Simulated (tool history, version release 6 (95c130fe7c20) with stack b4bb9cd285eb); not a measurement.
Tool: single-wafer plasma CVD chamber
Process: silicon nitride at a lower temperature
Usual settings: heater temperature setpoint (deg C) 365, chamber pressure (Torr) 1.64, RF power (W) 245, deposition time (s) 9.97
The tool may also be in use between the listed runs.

run     day  heater temperature setpoint (deg C)  chamber pressure (Torr)  RF power (W)  deposition time (s)  read-back reference wafer on the same gauge, thickness_nm  mean film thickness on the monitor wafer (angstrom)
  1       0                                  365                     1.64           245                 9.14                                                     11.096                                                93.15
      3.104  -- RF generator calibrated
  2     4.1                                  365                     1.64           245                 9.14                                                     11.106                                                95.58
  3   5.621                                  365                     1.42           245                 9.97                                                     11.099                                                100.3
  4   10.05                                  365                     1.42           245                 9.97                                                     11.099                                                99.74
  5    19.2                                  365                     1.42           245                 9.97                                                     11.095                                                99.45
  6  22.329                                  365                     1.64           245                 9.97                                                     11.099                                               102.91
     23.183  -- thermocouple changed; heater temperature recalibrated
  7      24                                  365                     1.64           245                 9.97                                                     11.097                                               102.58
  8  25.975                                  365                     1.64           210                 9.97                                                     11.103                                                96.09
  9  29.412                                  365                     1.64           245                 9.97                                                     11.112                                               102.67
 10  33.012                                  371                     1.31           265                 8.92                                                     11.103                                                89.76
 11  35.917                                  365                     1.64           245                 9.97                                                     11.097                                               101.99
 12  37.962                                  350                     1.32           245                 9.97                                                     11.103                                                97.78
 13  40.438                                  365                     1.33           260                11.47                                                     11.103                                               114.43
 14  42.404                                  365                     1.64           245                 9.97                                                      11.09                                               101.77
     45.121  -- capacitance manometer re-zeroed and calibrated
     46.312  -- RF generator calibrated
 15  46.388                                  365                     1.64           245                 9.97                                                     11.106                                               103.31
 16  49.762                                  365                     1.64           245                 9.97                                                       11.1                                               103.37
     50.125  -- gauge calibrated
 17  51.429                                  365                     1.64           245                 9.97                                                     11.106                                               103.59
     52.762  -- showerhead replaced
 18  53.738                                  354                     1.87           275                11.16                                                     11.094                                               126.58
 19  57.262                                  372                     1.64           245                 9.97                                                     11.105                                               102.83
 20  60.792                                  365                     1.64           245                 8.79                                                     11.102                                                 90.8
 21  63.117                                  365                     1.64           245                 9.97                                                       11.1                                               103.29
 22  67.075                                  365                     1.64           245                 9.97                                                     11.102                                                  103
 23  68.983                                  365                     1.64           225                 9.97                                                     11.098                                                98.67
 24  71.975                                  378                     1.64           275                 9.97                                                     11.093                                               107.72
 25  76.025                                  365                     1.64           245                11.19                                                     11.107                                               114.85
 26  78.083                                  353                     1.64           215                10.94                                                       11.1                                               106.56
 27  79.692                                  365                     1.64           245                 9.97                                                     11.099                                               102.49
 28  82.283                                  365                      1.8           245                 9.97                                                     11.097                                               104.85

4 ways to go on from here, each from the tool as it stands after run 28. What would each give?
  A  82.3                                  365                     1.64           245                 9.97                                                          ?                                                    ?
  B  82.3                                  365                     1.83           245                 9.97                                                          ?                                                    ?
  C  82.3                                  373                     1.75           280                 9.97                                                          ?                                                    ?
  D  82.3                                  361                     1.64           280                 9.97                                                          ?                                                    ?

run  read-back reference wafer on the same gauge, thickness_nm  mean film thickness on the monitor wafer (angstrom)
  A                                                     11.101                                               102.09
  B                                                     11.101                                               104.81
  C                                                     11.101                                               109.83
  D                                                     11.101                                               108.68
Without the tool's hidden state the same runs would have given:
run  mean film thickness on the monitor wafer (angstrom)
  A                                               103.86
  B                                               106.62
  C                                               111.72
  D                                               110.55
